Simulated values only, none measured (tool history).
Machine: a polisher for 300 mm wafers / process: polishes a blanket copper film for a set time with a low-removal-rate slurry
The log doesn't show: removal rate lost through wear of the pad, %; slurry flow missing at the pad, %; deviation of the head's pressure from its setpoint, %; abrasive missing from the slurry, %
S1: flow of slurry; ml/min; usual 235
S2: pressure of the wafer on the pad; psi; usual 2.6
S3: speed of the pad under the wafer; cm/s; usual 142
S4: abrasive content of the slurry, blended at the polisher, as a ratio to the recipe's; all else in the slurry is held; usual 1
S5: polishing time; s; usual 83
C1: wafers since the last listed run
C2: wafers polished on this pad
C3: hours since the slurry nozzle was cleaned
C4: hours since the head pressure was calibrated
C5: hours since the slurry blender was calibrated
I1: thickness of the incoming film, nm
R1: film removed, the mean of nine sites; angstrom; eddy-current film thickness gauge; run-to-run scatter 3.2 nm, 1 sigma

Run 1, hour 0: usual settings but S3 180 cm/s, S5 103 s; C1 0; C2 481; C3 144; C4 88; C5 16.5; I1 1507. Result: R1 4533 angstrom.
Run 2, hour 16.4: usual settings but S3 180 cm/s, S5 103 s; C1 195; C2 677; C3 160.4; C4 104.4; C5 32.9; I1 1480.1. Result: R1 4473 angstrom.
At hour 23: worn pad replaced by a new one.
Run 3, hour 27: usual settings but S1 295 ml/min, S5 106 s; C1 78; C2 47; C3 171; C4 115; C5 43.5; I1 1533.1. Result: R1 3930 angstrom.
Run 4, hour 35.6: usual settings but S3 154 cm/s; C1 102; C2 150; C3 179.6; C4 123.6; C5 52.1; I1 1509.6. Result: R1 3299 angstrom.
Run 5, hour 79.8: usual settings but S5 61 s; C1 525; C2 676; C3 223.8; C4 167.8; C5 96.3; I1 1513.9. Result: R1 2063 angstrom.
At hour 92.6: worn pad replaced by a new one.
Run 6, hour 93.1: usual settings; C1 110; C2 6; C3 237.1; C4 181.1; C5 109.6; I1 1516. Result: R1 3098 angstrom.
Run 7, hour 103: usual settings; C1 117; C2 124; C3 247; C4 191; C5 119.5; I1 1516.5. Result: R1 3014 angstrom.
Run 8, hour 114.3: usual settings; C1 134; C2 258; C3 258.3; C4 202.3; C5 130.8; I1 1508.9. Result: R1 3042 angstrom.
Run 9, hour 121.7: usual settings; C1 88; C2 346; C3 265.7; C4 209.7; C5 138.2; I1 1500.1. Result: R1 2996 angstrom.
Run 10, hour 130.3: usual settings; C1 102; C2 448; C3 274.3; C4 218.3; C5 146.8; I1 1513.9. Result: R1 2923 angstrom.
Run 11, hour 144.6: usual settings but S3 104 cm/s; C1 170; C2 619; C3 288.6; C4 232.6; C5 161.1; I1 1490.5. Result: R1 2081 angstrom.
Run 12, hour 157.6: usual settings but S3 96 cm/s; C1 154; C2 773; C3 301.6; C4 245.6; C5 174.1; I1 1495.4. Result: R1 1908 angstrom.
At hour 168.7: slurry nozzle cleaned.
At hour 171.8: worn pad replaced by a new one.
Run 13, hour 174: usual settings but S1 185 ml/min; C1 147; C2 26; C3 5.3; C4 262; C5 190.5; I1 1495.8. Result: R1 3036 angstrom.
Run 14, hour 183: usual settings but S2 2.8 psi, S5 108 s; C1 107; C2 133; C3 14.3; C4 271; C5 199.5; I1 1510.3. Result: R1 4289 angstrom.
Run 15, hour 194.8: usual settings; C1 140; C2 274; C3 26.1; C4 282.8; C5 211.3; I1 1501.1. Result: R1 2959 angstrom.
At hour 198.1: head pressure recalibrated.
Run 16, hour 206.7: usual settings but S2 2.2 psi, S3 168 cm/s, S5 97 s; C1 117; C2 391; C3 38; C4 8.6; C5 223.2; I1 1504.6. Result: R1 3488 angstrom.
Run 17, hour 221: usual settings but S1 260 ml/min, S2 3.3 psi, S4 1.2, S5 110 s; C1 170; C2 562; C3 52.3; C4 22.9; C5 237.5; I1 1521.3. Result: R1 5147 angstrom.
At hour 241.3: worn pad replaced by a new one, of another model than before.
Run 18, hour 241.8: usual settings; C1 199; C2 6; C3 73.1; C4 43.7; C5 258.3; I1 1515.9. Result: R1 3134 angstrom.
Run 19, hour 249.1: usual settings; C1 86; C2 93; C3 80.4; C4 51; C5 265.6; I1 1526.7. Result: R1 3080 angstrom.
At hour 251.4: slurry blender recalibrated.
Run 20, hour 266.9: usual settings but S4 0.8; C1 187; C2 281; C3 98.2; C4 68.8; C5 15.5; I1 1508.7. Result: R1 2798 angstrom.
Run 21, hour 284.7: usual settings; C1 211; C2 492; C3 116; C4 86.6; C5 33.3; I1 1502.6. Result: R1 2935 angstrom.
At hour 304.4: worn pad replaced by a new one.
Run 22, hour 308.3: usual settings but S1 265 ml/min, S5 64 s; C1 233; C2 46; C3 139.6; C4 110.2; C5 56.9; I1 1516. Result: R1 2399 angstrom.

Forecast run 23:
Run 23, hour 324.5: usual settings but S3 108 cm/s; C1 192; C2 239; C3 155.8; C4 126.4; C5 73.1; I1 1511.5. Result: R1 ?.

Run 23 gave R1 2645 angstrom.
On a tool with no hidden condition, and with the same random variation, this run would have come out at R1 2763 angstrom.

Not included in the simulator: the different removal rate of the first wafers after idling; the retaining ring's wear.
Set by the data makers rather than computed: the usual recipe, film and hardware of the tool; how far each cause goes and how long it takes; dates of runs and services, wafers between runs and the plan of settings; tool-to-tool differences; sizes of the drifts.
